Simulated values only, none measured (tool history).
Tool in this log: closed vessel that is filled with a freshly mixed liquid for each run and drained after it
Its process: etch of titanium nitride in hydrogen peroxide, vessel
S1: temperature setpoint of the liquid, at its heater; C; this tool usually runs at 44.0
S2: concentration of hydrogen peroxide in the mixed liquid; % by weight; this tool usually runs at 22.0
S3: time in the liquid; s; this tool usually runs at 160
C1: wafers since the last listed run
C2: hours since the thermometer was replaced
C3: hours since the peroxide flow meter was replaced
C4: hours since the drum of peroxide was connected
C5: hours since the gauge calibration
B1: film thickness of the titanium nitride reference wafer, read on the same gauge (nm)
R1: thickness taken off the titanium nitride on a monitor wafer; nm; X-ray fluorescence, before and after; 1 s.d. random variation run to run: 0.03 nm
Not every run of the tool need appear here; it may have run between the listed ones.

run   hour    S1    S2   S3     C1      C2      C3      C4     C5     B1     R1
  1    0.0  44.0  26.0  160      0   921.9   715.7  1236.0  340.7  29.99   6.61
  2   91.1  44.0  26.0  160  11406  1013.0   806.8  1327.1  431.8  30.00   6.67
  3  103.1  44.0  22.0  160   1502  1025.0   818.8  1339.1  443.8  30.01   6.42
  4  117.5  44.0  22.0  160   1803  1039.4   833.2  1353.5  458.2  29.97   6.46
  5  196.5  44.0  22.0   95   9891  1118.4   912.2  1432.5  537.2  30.00   3.85
  6  216.8  44.0  22.0   95   2541  1138.7   932.5  1452.8  557.5  30.00   3.83
     239.3  -- thermometer replaced
  7  248.0  44.0  22.0   95   3781     8.7   963.7  1484.0  588.7  30.02   4.18
  8  265.7  44.0  22.0  160   2216    26.4   981.4  1501.7  606.4  29.99   7.02
     270.8  -- gauge calibrated
  9  281.8  50.0  22.0  160   2015    42.5   997.5  1517.8   11.0  30.00  10.93
 10  316.0  50.0  22.0  160   4282    76.7  1031.7  1552.0   45.2  30.00  10.98
     373.3  -- thermometer replaced, repeated, since the last time left the tool worse
 11  388.8  50.0  22.0  160   8989    15.5  1104.5  1624.8  118.0  30.00   9.03
     401.6  -- peroxide flow meter replaced
 12  402.3  49.5  22.0  115   1565    29.0     0.7  1638.3  131.5  29.99   6.24
     415.3  -- new drum of peroxide connected
 13  436.6  40.5  28.0  210   4169    63.3    35.0    21.3  165.8  30.00   6.21
 14  448.8  44.0  22.0  160   1527    75.5    47.2    33.5  178.0  30.01   5.86
 15  463.1  44.0  22.0  160   1790    89.8    61.5    47.8  192.3  30.00   5.83
 16  496.6  44.0  22.0  160   4194   123.3    95.0    81.3  225.8  30.01   5.85
 17  521.6  36.5  28.0  200   3130   148.3   120.0   106.3  250.8  29.97   4.37
 18  542.6  44.0  22.0  160   2629   169.3   141.0   127.3  271.8  29.99   5.93
 19  563.1  44.0  25.0  160   2566   189.8   161.5   147.8  292.3  29.99   6.10
 20  596.1  49.0  22.0  225   4131   222.8   194.5   180.8  325.3  30.01  12.08
 21  617.2  40.0  17.0  110   2641   243.9   215.6   201.9  346.4  30.00   2.86
 22  629.5  40.5  22.0  160   1540   256.2   227.9   214.2  358.7  30.00   4.56
 23  643.2  44.0  22.0  160   1715   269.9   241.6   227.9  372.4  30.02   5.94
 24  699.7  44.0  28.0  160   7074   326.4   298.1   284.4  428.9  29.97   6.32
 25  724.0  35.5  23.5   75   3042   350.7   322.4   308.7  453.2  29.99   1.49

Each row is a separate what-if for the run after 25, all from the same tool condition, not one after another. Results?
  A  724.7  44.0  22.0  160  87  351.4  323.1  309.4  453.9   ?   ?
  B  724.7  37.0  18.5  100  87  351.4  323.1  309.4  453.9   ?   ?
  C  724.7  44.0  22.0   65  87  351.4  323.1  309.4  453.9   ?   ?

run     B1    R1
  A  30.01  6.00
  B  30.01  2.12
  C  30.01  2.44
What these runs would have given with no unlogged condition in the tool:
run    R1
  A  5.67
  B  2.00
  C  2.31
